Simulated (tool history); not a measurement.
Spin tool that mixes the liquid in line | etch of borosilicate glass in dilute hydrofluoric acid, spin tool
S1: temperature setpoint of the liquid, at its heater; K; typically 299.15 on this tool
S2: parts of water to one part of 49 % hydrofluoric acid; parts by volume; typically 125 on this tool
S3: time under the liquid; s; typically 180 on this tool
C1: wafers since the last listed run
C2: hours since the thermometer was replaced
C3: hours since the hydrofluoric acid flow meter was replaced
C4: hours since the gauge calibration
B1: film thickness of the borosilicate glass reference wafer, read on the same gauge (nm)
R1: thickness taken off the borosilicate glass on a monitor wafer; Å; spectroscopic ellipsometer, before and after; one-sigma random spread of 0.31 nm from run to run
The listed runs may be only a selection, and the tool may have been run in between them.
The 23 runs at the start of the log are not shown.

-- day=27.125 hydrofluoric acid flow meter replaced
run 24 day=27.692 | S1=299.15 S2=125 S3=180 | C1=103 C2=26.8 C3=13.6 C4=419.7 | B1=150.05 | R1=428.5
run 25 day=28.704 | S1=299.15 S2=125 S3=180 | C1=139 C2=51.1 C3=37.9 C4=444.0 | B1=150.01 | R1=424.0
run 26 day=30.121 | S1=302.15 S2=85 S3=115 | C1=194 C2=85.1 C3=71.9 C4=478.0 | B1=149.98 | R1=478.3
run 27 day=31.446 | S1=295.15 S2=170 S3=95 | C1=182 C2=116.9 C3=103.7 C4=509.8 | B1=150.00 | R1=137.8
run 28 day=32.838 | S1=302.15 S2=80 S3=115 | C1=191 C2=150.3 C3=137.1 C4=543.2 | B1=150.00 | R1=513.6
run 29 day=33.808 | S1=299.15 S2=125 S3=135 | C1=133 C2=173.6 C3=160.4 C4=566.5 | B1=150.05 | R1=325.4
run 30 day=35.200 | S1=303.65 S2=85 S3=125 | C1=191 C2=207.0 C3=193.8 C4=599.9 | B1=149.98 | R1=557.6
run 31 day=36.454 | S1=299.15 S2=125 S3=180 | C1=172 C2=237.1 C3=223.9 C4=630.0 | B1=150.01 | R1=438.4
run 32 day=37.529 | S1=302.15 S2=105 S3=180 | C1=147 C2=262.9 C3=249.7 C4=655.8 | B1=150.01 | R1=601.1

Below are 5 alternative next runs, each starting from the tool's condition after run 32. Predict each:
run A day=37.550 | S1=299.15 S2=165 S3=180 | C1=2 C2=263.4 C3=250.2 C4=656.3 | B1=? | R1=?
run B day=37.550 | S1=300.65 S2=160 S3=100 | C1=2 C2=263.4 C3=250.2 C4=656.3 | B1=? | R1=?
run C day=37.550 | S1=294.15 S2=175 S3=70 | C1=2 C2=263.4 C3=250.2 C4=656.3 | B1=? | R1=?
run D day=37.550 | S1=301.65 S2=125 S3=180 | C1=2 C2=263.4 C3=250.2 C4=656.3 | B1=? | R1=?
run E day=37.550 | S1=299.15 S2=145 S3=115 | C1=2 C2=263.4 C3=250.2 C4=656.3 | B1=? | R1=?

run=A B1=150.02 R1=316.1
run=B B1=150.02 R1=192.5
run=C B1=150.02 R1=94.8
run=D B1=150.02 R1=480.6
run=E B1=150.02 R1=235.2
With no hidden state in the tool, these same runs would have given:
run=A R1=303.2
run=B R1=184.7
run=C R1=91.0
run=D R1=461.6
run=E R1=225.8
